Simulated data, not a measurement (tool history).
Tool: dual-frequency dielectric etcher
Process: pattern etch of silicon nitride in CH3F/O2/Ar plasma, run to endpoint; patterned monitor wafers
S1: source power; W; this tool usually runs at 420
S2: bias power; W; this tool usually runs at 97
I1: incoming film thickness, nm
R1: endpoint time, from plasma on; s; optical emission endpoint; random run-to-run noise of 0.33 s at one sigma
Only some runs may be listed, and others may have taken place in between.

run     day   S1   S2     I1    R1
  1   0.000  420   97  29.78  41.0
  2   1.312  420   97  29.64  40.5
  3   1.879  490   97  29.80  38.9
  4   3.312  490   97  30.02  39.4
  5   4.396  490   97  29.81  38.9
  6   5.054  500   81  29.67  42.4
  7   5.746  420   97  30.47  41.3
  8   6.367  420   97  29.71  40.9
  9   7.817  420   97  29.99  41.1
 10   8.371  420   97  30.09  41.1
 11   9.004  420   97  29.93  40.2
 12  10.112  420   97  29.35  39.5
 13  10.792  370  113  30.02  38.8
 14  12.254  420   90  29.79  41.6
     13.733  -- upper electrode replaced
 15  13.754  420   90  29.87  41.6
 16  14.588  420   90  29.81  41.7
 17  15.721  420   97  29.97  40.3
 18  16.979  390  112  29.52  37.1
     17.442  -- bias power generator calibrated
     18.825  -- wet clean of the chamber
 19  18.846  360   90  29.99  43.6
 20  19.583  380  116  29.84  37.6
     20.496  -- source power generator calibrated
 21  20.804  340   86  29.99  44.9
 22  21.446  330  117  29.88  38.1
 23  22.200  380   75  30.06  49.1
 24  26.312  460   90  29.98  41.6
 25  27.183  420   97  29.98  40.4
 26  27.854  500   78  29.85  44.3

Estimate the outcome of run 27 from the log above:
 27  29.262  420  88  29.78   ?

R1: 42.6 s
On a tool with no hidden condition, and with the same random variation, this run would have come out at R1 42.6 s.

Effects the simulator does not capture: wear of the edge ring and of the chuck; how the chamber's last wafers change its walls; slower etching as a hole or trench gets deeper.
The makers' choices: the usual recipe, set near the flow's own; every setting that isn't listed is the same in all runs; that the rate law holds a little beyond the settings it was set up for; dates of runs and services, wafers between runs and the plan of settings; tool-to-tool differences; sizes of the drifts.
